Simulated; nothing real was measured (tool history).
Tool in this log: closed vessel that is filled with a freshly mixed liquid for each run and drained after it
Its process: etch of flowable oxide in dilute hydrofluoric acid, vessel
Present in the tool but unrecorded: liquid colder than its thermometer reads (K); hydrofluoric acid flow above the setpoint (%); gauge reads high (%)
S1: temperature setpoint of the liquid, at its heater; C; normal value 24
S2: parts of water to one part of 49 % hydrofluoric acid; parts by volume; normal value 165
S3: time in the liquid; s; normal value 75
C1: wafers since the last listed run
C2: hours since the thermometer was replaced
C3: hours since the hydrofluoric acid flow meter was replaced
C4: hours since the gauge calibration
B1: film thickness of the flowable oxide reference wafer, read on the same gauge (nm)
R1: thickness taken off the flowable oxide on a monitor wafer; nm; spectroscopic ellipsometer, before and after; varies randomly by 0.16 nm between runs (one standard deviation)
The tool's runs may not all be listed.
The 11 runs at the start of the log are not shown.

run,day,S1,S2,S3,C1,C2,C3,C4,B1,R1
12,44.042,24,165,75,12774,790.5,811.1,1673.1,40,19.69
# day 46.017: thermometer replaced
13,46.183,27,165,60,6923,4,862.5,1724.5,40,18.75
# day 47.971: hydrofluoric acid flow meter replaced
14,57.108,24,165,75,35878,266.2,219.3,1986.7,40,20.42
15,59.45,24,165,75,7719,322.4,275.5,2042.9,40.01,20.36
16,62.133,24,165,75,8846,386.8,339.9,2107.3,40,20.26
17,65.65,24,165,75,11593,471.2,424.3,2191.7,40.03,19.99
# day 67.888: gauge calibrated
18,68.162,27.5,140,75,8282,531.5,484.6,6.6,39.98,27.92
19,71.779,26.5,90,90,11923,618.3,571.4,93.4,40,53.74
20,75.258,26,165,75,11469,701.8,654.9,176.9,39.99,21.64
# day 78.342: hydrofluoric acid flow meter replaced
21,79.75,24,165,75,14670,809.6,33.8,284.7,40,19.81
# day 80.729: thermometer replaced
22,81.275,24,230,40,4890,13.1,70.4,321.3,39.98,7.36
23,83.129,24,210,90,6112,57.6,114.9,365.8,40.03,18.55
24,86.358,24,185,40,10645,135.1,192.4,443.3,40.02,9.57
25,89.8,20,145,50,11346,217.7,275,525.9,40,13.81
26,92.592,20.5,230,120,9203,284.7,342,592.9,40.01,19.11
27,96.308,19,220,90,12252,373.9,431.2,682.1,39.99,14.22
28,98.579,24,165,75,7486,428.4,485.7,736.6,39.98,20.69
29,103.021,27,165,75,14642,535,592.3,843.2,40,22.58
30,104.529,28,105,30,4972,571.2,628.5,879.4,39.99,15.98
31,108.358,28.5,200,30,12623,663.1,720.4,971.3,40,7.49
# day 108.654: hydrofluoric acid flow meter replaced
32,110.921,24,165,115,8310,724.6,54.4,1032.8,39.98,30.3
# day 111.004: thermometer replaced
33,121.983,24,125,120,36332,263.5,319.9,1298.3,40.01,44.37

Below are 4 alternative next runs, each starting from the tool's condition after run 33. Predict each:
A,122.012,24,165,75,96,264.2,320.6,1299,?,?
B,122.012,21.5,165,115,96,264.2,320.6,1299,?,?
C,122.012,24,235,75,96,264.2,320.6,1299,?,?
D,122.012,24,240,105,96,264.2,320.6,1299,?,?

run,B1,R1
A,39.99,20.66
B,39.99,28.77
C,39.99,13.46
D,39.99,18.36
The same runs, with their run-to-run variation unchanged, on a tool lacking any hidden condition would have given:
run,R1
A,20.97
B,29.21
C,13.65
D,18.62
